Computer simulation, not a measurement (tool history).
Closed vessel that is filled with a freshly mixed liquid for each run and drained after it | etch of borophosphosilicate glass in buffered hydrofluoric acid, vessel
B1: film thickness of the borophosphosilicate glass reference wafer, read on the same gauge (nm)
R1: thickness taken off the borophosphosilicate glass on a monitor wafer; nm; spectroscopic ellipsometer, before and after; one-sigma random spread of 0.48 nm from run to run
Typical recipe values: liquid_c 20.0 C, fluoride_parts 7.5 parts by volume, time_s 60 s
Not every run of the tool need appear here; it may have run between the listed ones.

Run 1, hour 0.0: usual settings but fluoride_parts 9.5 parts by volume; B1 119.97. Result: R1 82.07 nm.
Run 2, hour 14.7: usual settings but fluoride_parts 9.5 parts by volume; B1 119.97. Result: R1 81.91 nm.
Run 3, hour 31.8: usual settings but liquid_c 18.5 C; B1 120.02. Result: R1 95.81 nm.
Run 4, hour 39.5: usual settings but liquid_c 18.5 C; B1 119.98. Result: R1 95.87 nm.
Run 5, hour 47.6: usual settings but liquid_c 22.5 C; B1 120.01. Result: R1 120.13 nm.
At hour 51.8: gauge calibrated.
Run 6, hour 54.4: usual settings but liquid_c 22.5 C; B1 119.98. Result: R1 118.86 nm.
Run 7, hour 63.7: usual settings; B1 120.00. Result: R1 104.76 nm.
Run 8, hour 80.5: usual settings; B1 119.96. Result: R1 103.41 nm.
Run 9, hour 89.6: usual settings; B1 120.00. Result: R1 103.58 nm.
Run 10, hour 103.5: usual settings; B1 119.98. Result: R1 103.16 nm.
Run 11, hour 115.7: usual settings but liquid_c 18.0 C; B1 119.98. Result: R1 92.62 nm.
Run 12, hour 127.1: usual settings but fluoride_parts 8.5 parts by volume; B1 119.99. Result: R1 89.62 nm.
Run 13, hour 140.9: usual settings but liquid_c 18.5 C, fluoride_parts 6.0 parts by volume; B1 119.96. Result: R1 117.69 nm.
Run 14, hour 151.2: usual settings but time_s 75 s; B1 120.00. Result: R1 127.77 nm.
Run 15, hour 164.2: usual settings but liquid_c 24.5 C, fluoride_parts 9.0 parts by volume, time_s 90 s; B1 119.99. Result: R1 160.71 nm.
At hour 168.0: thermometer replaced.
Run 16, hour 181.6: usual settings; B1 120.03. Result: R1 95.09 nm.
At hour 185.7: hydrofluoric acid flow meter replaced.
Run 17, hour 188.4: usual settings; B1 120.02. Result: R1 95.03 nm.
Run 18, hour 204.9: usual settings but fluoride_parts 8.5 parts by volume; B1 120.02. Result: R1 83.22 nm.
At hour 213.5: thermometer replaced, repeated, since the last time left the tool worse.
At hour 218.2: gauge calibrated.
Run 19, hour 218.6: usual settings; B1 120.00. Result: R1 113.53 nm.
Run 20, hour 235.5: usual settings but liquid_c 17.5 C; B1 120.02. Result: R1 98.95 nm.
Run 21, hour 282.9: usual settings but liquid_c 23.0 C, time_s 45 s; B1 119.99. Result: R1 100.33 nm.

For some of the steps in R1 from one run to the next: how much would appear even if the tool had no hidden state, given the settings, what came in and random variation, and how much remains for the hidden state plus any gauge scatter that the measured result and the result without hidden state don't share?
Hidden state present: liquid colder than its thermometer reads (K); hydrofluoric acid flow above the setpoint (%); gauge reads high (%).
Run 14 -> 15: liquid_c 20.0 -> 24.5, fluoride_parts 7.5 -> 9.0, time_s 75 -> 90. R1 +32.94 nm: hidden state -3.13, all else +36.07.
Run 15 -> 16: liquid_c 24.5 -> 20.0, fluoride_parts 9.0 -> 7.5, time_s 90 -> 60, thermometer replaced. R1 -65.62 nm: hidden state -1.97, all else -63.65.
Run 18 -> 19: fluoride_parts 8.5 -> 7.5, thermometer replaced, repeated, since the last time left the tool worse, gauge calibrated. R1 +30.31 nm: hidden state +15.65, all else +14.66.
